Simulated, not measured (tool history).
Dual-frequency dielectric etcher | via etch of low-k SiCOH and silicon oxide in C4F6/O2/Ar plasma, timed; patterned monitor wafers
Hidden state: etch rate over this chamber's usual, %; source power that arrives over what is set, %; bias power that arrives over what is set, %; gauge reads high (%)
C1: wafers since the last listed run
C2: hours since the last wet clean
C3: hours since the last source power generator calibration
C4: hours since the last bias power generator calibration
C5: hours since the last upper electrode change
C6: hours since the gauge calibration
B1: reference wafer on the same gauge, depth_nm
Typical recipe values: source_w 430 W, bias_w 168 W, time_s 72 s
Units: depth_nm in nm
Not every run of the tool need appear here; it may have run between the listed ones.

{"run": 1, "day": 0.0, "source_w": 430, "bias_w": 168, "time_s": 72, "C1": 0, "C2": 356.9, "C3": 2931.5, "C4": 4002.7, "C5": 2554.4, "C6": 677.5, "B1": 166.9, "depth_nm": 190.8}
{"day": 0.033, "done": "gauge calibrated"}
{"run": 2, "day": 0.696, "source_w": 430, "bias_w": 168, "time_s": 72, "C1": 237, "C2": 373.6, "C3": 2948.2, "C4": 4019.4, "C5": 2571.1, "C6": 15.9, "B1": 167, "depth_nm": 190.9}
{"run": 3, "day": 1.971, "source_w": 430, "bias_w": 168, "time_s": 72, "C1": 435, "C2": 404.2, "C3": 2978.8, "C4": 4050, "C5": 2601.7, "C6": 46.5, "B1": 166.9, "depth_nm": 191.2}
{"run": 4, "day": 4.608, "source_w": 430, "bias_w": 168, "time_s": 72, "C1": 901, "C2": 467.5, "C3": 3042.1, "C4": 4113.3, "C5": 2665, "C6": 109.8, "B1": 167.1, "depth_nm": 191}
{"day": 5.842, "done": "wet clean of the chamber"}
{"run": 5, "day": 5.862, "source_w": 470, "bias_w": 168, "time_s": 84, "C1": 86, "C2": 0.5, "C3": 3072.2, "C4": 4143.4, "C5": 2695.1, "C6": 139.9, "B1": 167, "depth_nm": 226.6}
{"run": 6, "day": 7.0, "source_w": 470, "bias_w": 168, "time_s": 84, "C1": 388, "C2": 27.8, "C3": 3099.5, "C4": 4170.7, "C5": 2722.4, "C6": 167.2, "B1": 167, "depth_nm": 228.1}
{"run": 7, "day": 7.646, "source_w": 500, "bias_w": 135, "time_s": 72, "C1": 220, "C2": 43.3, "C3": 3115, "C4": 4186.2, "C5": 2737.9, "C6": 182.7, "B1": 167.1, "depth_nm": 186.5}
{"day": 9.429, "done": "upper electrode replaced, of another model than before"}
{"run": 8, "day": 9.45, "source_w": 430, "bias_w": 191, "time_s": 63.5, "C1": 274, "C2": 86.6, "C3": 3158.3, "C4": 4229.5, "C5": 0.5, "C6": 226, "B1": 167.1, "depth_nm": 176.5}
{"run": 9, "day": 9.7, "source_w": 430, "bias_w": 168, "time_s": 72, "C1": 85, "C2": 92.6, "C3": 3164.3, "C4": 4235.5, "C5": 6.5, "C6": 232, "B1": 167, "depth_nm": 190.1}
{"run": 10, "day": 10.608, "source_w": 340, "bias_w": 132, "time_s": 52.5, "C1": 310, "C2": 114.4, "C3": 3186.1, "C4": 4257.3, "C5": 28.3, "C6": 253.8, "B1": 166.9, "depth_nm": 117.4}
{"run": 11, "day": 11.579, "source_w": 430, "bias_w": 168, "time_s": 72, "C1": 331, "C2": 137.7, "C3": 3209.4, "C4": 4280.6, "C5": 51.6, "C6": 277.1, "B1": 167.1, "depth_nm": 189.5}
{"run": 12, "day": 12.6, "source_w": 500, "bias_w": 168, "time_s": 72, "C1": 348, "C2": 162.2, "C3": 3233.9, "C4": 4305.1, "C5": 76.1, "C6": 301.6, "B1": 167, "depth_nm": 198}
{"run": 13, "day": 13.371, "source_w": 430, "bias_w": 168, "time_s": 72, "C1": 263, "C2": 180.7, "C3": 3252.4, "C4": 4323.6, "C5": 94.6, "C6": 320.1, "B1": 167.2, "depth_nm": 190.1}
{"day": 13.983, "done": "bias power generator calibrated"}
{"run": 14, "day": 14.488, "source_w": 510, "bias_w": 134, "time_s": 58.5, "C1": 324, "C2": 207.5, "C3": 3279.2, "C4": 12.1, "C5": 121.4, "C6": 346.9, "B1": 167.1, "depth_nm": 146}
{"run": 15, "day": 15.454, "source_w": 430, "bias_w": 168, "time_s": 72, "C1": 330, "C2": 230.7, "C3": 3302.4, "C4": 35.3, "C5": 144.6, "C6": 370.1, "B1": 166.9, "depth_nm": 190.7}
{"run": 16, "day": 16.438, "source_w": 430, "bias_w": 184, "time_s": 72, "C1": 336, "C2": 254.3, "C3": 3326, "C4": 58.9, "C5": 168.2, "C6": 393.7, "B1": 166.9, "depth_nm": 198.6}
{"run": 17, "day": 17.933, "source_w": 520, "bias_w": 137, "time_s": 78, "C1": 511, "C2": 290.2, "C3": 3361.9, "C4": 94.8, "C5": 204.1, "C6": 429.6, "B1": 166.9, "depth_nm": 199.1}
{"day": 18.367, "done": "source power generator calibrated"}
{"run": 18, "day": 19.275, "source_w": 400, "bias_w": 184, "time_s": 72, "C1": 401, "C2": 322.4, "C3": 21.8, "C4": 127, "C5": 236.3, "C6": 461.8, "B1": 167, "depth_nm": 196.2}
{"run": 19, "day": 20.75, "source_w": 370, "bias_w": 201, "time_s": 90, "C1": 504, "C2": 357.8, "C3": 57.2, "C4": 162.4, "C5": 271.7, "C6": 497.2, "B1": 167.1, "depth_nm": 250.2}
{"run": 20, "day": 21.492, "source_w": 320, "bias_w": 186, "time_s": 78, "C1": 253, "C2": 375.6, "C3": 75, "C4": 180.2, "C5": 289.5, "C6": 515, "B1": 166.9, "depth_nm": 202.1}
{"day": 22.862, "done": "gauge calibrated"}
{"run": 21, "day": 22.979, "source_w": 430, "bias_w": 206, "time_s": 72, "C1": 508, "C2": 411.3, "C3": 110.7, "C4": 215.9, "C5": 325.2, "C6": 2.8, "B1": 167, "depth_nm": 209.8}
{"run": 22, "day": 24.429, "source_w": 430, "bias_w": 168, "time_s": 72, "C1": 495, "C2": 446.1, "C3": 145.5, "C4": 250.7, "C5": 360, "C6": 37.6, "B1": 167, "depth_nm": 192.4}
{"run": 23, "day": 25.6, "source_w": 430, "bias_w": 150, "time_s": 53.5, "C1": 400, "C2": 474.2, "C3": 173.6, "C4": 278.8, "C5": 388.1, "C6": 65.7, "B1": 167.1, "depth_nm": 135.3}
{"run": 24, "day": 26.317, "source_w": 430, "bias_w": 196, "time_s": 50.5, "C1": 244, "C2": 491.4, "C3": 190.8, "C4": 296, "C5": 405.3, "C6": 82.9, "B1": 166.9, "depth_nm": 144}
{"run": 25, "day": 27.35, "source_w": 430, "bias_w": 207, "time_s": 86, "C1": 353, "C2": 516.2, "C3": 215.6, "C4": 320.8, "C5": 430.1, "C6": 107.7, "B1": 166.9, "depth_nm": 251}
{"run": 26, "day": 28.129, "source_w": 430, "bias_w": 190, "time_s": 72, "C1": 266, "C2": 534.9, "C3": 234.3, "C4": 339.5, "C5": 448.8, "C6": 126.4, "B1": 167, "depth_nm": 204.2}
{"day": 29.725, "done": "wet clean of the chamber"}
{"run": 27, "day": 29.746, "source_w": 480, "bias_w": 194, "time_s": 72, "C1": 210, "C2": 0.5, "C3": 273.1, "C4": 378.3, "C5": 487.6, "C6": 165.2, "B1": 167, "depth_nm": 206.9}
{"run": 28, "day": 30.258, "source_w": 430, "bias_w": 168, "time_s": 52, "C1": 175, "C2": 12.8, "C3": 285.4, "C4": 390.6, "C5": 499.9, "C6": 177.5, "B1": 167, "depth_nm": 136.2}
{"run": 29, "day": 30.775, "source_w": 380, "bias_w": 168, "time_s": 57, "C1": 176, "C2": 25.2, "C3": 297.8, "C4": 403, "C5": 512.3, "C6": 189.9, "B1": 167, "depth_nm": 145.3}

Selected run-to-run steps in depth_nm, each split into two signed amounts: the part the tool would show with no hidden state at all (from settings, incoming material and random variation), and the remainder, which goes to the hidden state together with any gauge scatter not common to the measured and the hidden-state-free results:
Run 4 -> 5: source_w 430 -> 470, time_s 72 -> 84, wet clean of the chamber. depth_nm +35.6 nm: hidden state -2.4, all else +38.
Run 9 -> 10: source_w 430 -> 340, bias_w 168 -> 132, time_s 72 -> 52.5. depth_nm -72.7 nm: hidden state -0.3, all else -72.4.
Run 24 -> 25: bias_w 196 -> 207, time_s 50.5 -> 86. depth_nm +107 nm: hidden state +2, all else +105.
Run 26 -> 27: source_w 430 -> 480, bias_w 190 -> 194, wet clean of the chamber. depth_nm +2.7 nm: hidden state -3.9, all else +6.6.
